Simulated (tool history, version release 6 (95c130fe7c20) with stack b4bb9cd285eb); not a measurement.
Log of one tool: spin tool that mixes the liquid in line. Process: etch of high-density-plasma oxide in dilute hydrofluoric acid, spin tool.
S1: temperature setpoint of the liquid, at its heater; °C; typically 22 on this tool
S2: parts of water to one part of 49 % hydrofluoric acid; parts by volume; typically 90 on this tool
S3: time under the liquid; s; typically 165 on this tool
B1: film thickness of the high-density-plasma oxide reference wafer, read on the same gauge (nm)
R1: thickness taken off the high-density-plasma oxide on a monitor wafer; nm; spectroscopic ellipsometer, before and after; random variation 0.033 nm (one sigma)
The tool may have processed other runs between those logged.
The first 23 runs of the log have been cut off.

run      day    S1   S2   S3      B1     R1
      78.688  -- hydrofluoric acid flow meter replaced
 24   81.979    22   90  165  129.98    9.2
 25   84.875    22   90  165  130.04   9.21
      85.375  -- thermometer replaced
 26   92.262    26   45  130  129.99  18.25
 27   96.417    17   60  260  130.01  18.45
 28    98.05  17.5   45   80  129.98   7.87
 29  110.471    22   90  165     130   9.36
 30  112.158    22  110  165  129.97    7.5
 31  116.488  25.5   90  250  129.98  16.46
 32  118.117    22   90  165  129.96   9.47

4 ways to go on from here, each from the tool as it stands after run 32. What would each give?
  A  118.138  22  90  165   ?   ?
  B  118.138  24  80  235   ?   ?
  C  118.138  19  80  165   ?   ?
  D  118.138  22  75  165   ?   ?

run      B1     R1
  A  130.02   9.43
  B  130.02  16.59
  C  130.02   9.48
  D  130.02  11.52
Without the tool's unlogged condition, the same runs would have read:
run     R1
  A   9.12
  B  16.03
  C   9.17
  D  11.14
